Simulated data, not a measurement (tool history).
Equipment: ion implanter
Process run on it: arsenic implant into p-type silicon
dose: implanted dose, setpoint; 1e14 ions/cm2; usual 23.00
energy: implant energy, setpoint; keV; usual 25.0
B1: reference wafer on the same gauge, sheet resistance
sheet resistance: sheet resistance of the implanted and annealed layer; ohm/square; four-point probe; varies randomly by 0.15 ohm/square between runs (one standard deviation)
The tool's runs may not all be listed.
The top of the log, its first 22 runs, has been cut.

{"run": 23, "hour": 543.5, "dose": 23.0, "energy": 25.0, "B1": 97.35, "sheet resistance": 98.53}
{"run": 24, "hour": 564.8, "dose": 28.66, "energy": 27.5, "B1": 97.35, "sheet resistance": 91.9}
{"run": 25, "hour": 591.3, "dose": 23.0, "energy": 25.0, "B1": 97.36, "sheet resistance": 98.32}
{"run": 26, "hour": 607.0, "dose": 23.0, "energy": 29.5, "B1": 97.37, "sheet resistance": 91.71}
{"run": 27, "hour": 621.4, "dose": 19.28, "energy": 25.0, "B1": 97.43, "sheet resistance": 101.16}
{"run": 28, "hour": 646.1, "dose": 23.0, "energy": 27.0, "B1": 97.41, "sheet resistance": 95.41}
{"run": 29, "hour": 679.8, "dose": 29.23, "energy": 33.0, "B1": 97.37, "sheet resistance": 84.06}
{"run": 30, "hour": 707.3, "dose": 28.56, "energy": 29.5, "B1": 97.38, "sheet resistance": 88.75}
{"run": 31, "hour": 736.1, "dose": 25.06, "energy": 32.5, "B1": 97.44, "sheet resistance": 86.74}
{"run": 32, "hour": 751.2, "dose": 18.54, "energy": 25.0, "B1": 97.39, "sheet resistance": 101.73}
{"run": 33, "hour": 774.7, "dose": 27.62, "energy": 25.0, "B1": 97.36, "sheet resistance": 96.2}
{"run": 34, "hour": 788.6, "dose": 27.03, "energy": 33.5, "B1": 97.4, "sheet resistance": 84.32}
{"run": 35, "hour": 805.6, "dose": 28.62, "energy": 27.5, "B1": 97.38, "sheet resistance": 91.46}
{"run": 36, "hour": 832.6, "dose": 25.13, "energy": 31.0, "B1": 97.38, "sheet resistance": 88.37}
{"run": 37, "hour": 853.6, "dose": 25.42, "energy": 29.0, "B1": 97.42, "sheet resistance": 91.08}
{"run": 38, "hour": 888.1, "dose": 23.0, "energy": 25.0, "B1": 97.43, "sheet resistance": 98.29}

What if the next run were any one of these 3? Each begins from the tool's condition after run 38:
{"run": "A", "hour": 888.5, "dose": 23.0, "energy": 25.0, "B1": "?", "sheet resistance": "?"}
{"run": "B", "hour": 888.5, "dose": 19.15, "energy": 29.5, "B1": "?", "sheet resistance": "?"}
{"run": "C", "hour": 888.5, "dose": 19.4, "energy": 19.5, "B1": "?", "sheet resistance": "?"}

run=A B1=97.45 sheet_resistance=98.27
run=B B1=97.45 sheet_resistance=94.65
run=C B1=97.45 sheet_resistance=110.89
What these runs would have given with no unlogged condition in the tool:
run=A sheet_resistance=98.98
run=B sheet_resistance=95.69
run=C sheet_resistance=111.83
